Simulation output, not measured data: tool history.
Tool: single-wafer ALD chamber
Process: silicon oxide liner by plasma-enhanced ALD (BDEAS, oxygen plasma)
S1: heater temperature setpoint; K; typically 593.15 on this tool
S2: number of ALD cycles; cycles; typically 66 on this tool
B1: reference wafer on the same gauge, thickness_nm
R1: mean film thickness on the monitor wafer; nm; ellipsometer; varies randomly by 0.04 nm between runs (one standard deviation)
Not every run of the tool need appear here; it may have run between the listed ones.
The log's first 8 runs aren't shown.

run	day	S1	S2	B1	R1
# day 3.188: gauge calibrated
9	3.388	593.15	66	5.675	6.987
10	3.904	593.15	66	5.666	6.982
11	4.196	585.15	66	5.658	7.071
12	4.867	585.15	66	5.669	7.078
13	5.967	593.15	66	5.674	7.019
14	6.375	593.15	66	5.671	6.979
15	6.921	593.15	66	5.661	6.977
16	7.521	593.15	66	5.672	7.09
17	8.092	581.15	66	5.663	7.157
18	8.633	593.15	66	5.675	7.026
19	9.325	583.15	78	5.672	8.408
20	9.621	589.15	66	5.662	7.147
21	10.367	605.15	77	5.668	7.984
22	11.071	581.15	70	5.671	7.54
23	11.442	584.15	60	5.667	6.508
# day 12.717: thermocouple changed; heater temperature recalibrated
24	13.317	605.15	55	5.68	5.783
25	13.854	588.15	77	5.656	8.163
26	14.292	593.15	66	5.665	7
# day 14.529: gauge calibrated
27	15.083	593.15	76	5.669	8.055
28	15.479	593.15	62	5.669	6.583
29	15.954	607.15	54	5.676	5.638
30	16.671	584.15	66	5.682	7.121
31	17.367	605.15	54	5.674	5.681
32	19.379	587.15	77	5.66	8.246

Run 33 comes next. What will it give?
33	19.804	589.15	66	?	?

B1: 5.669
R1: 7.078 nm
Take away the tool's hidden state, keep the run-to-run variation as it was, and the same run would have given R1 7.078 nm.
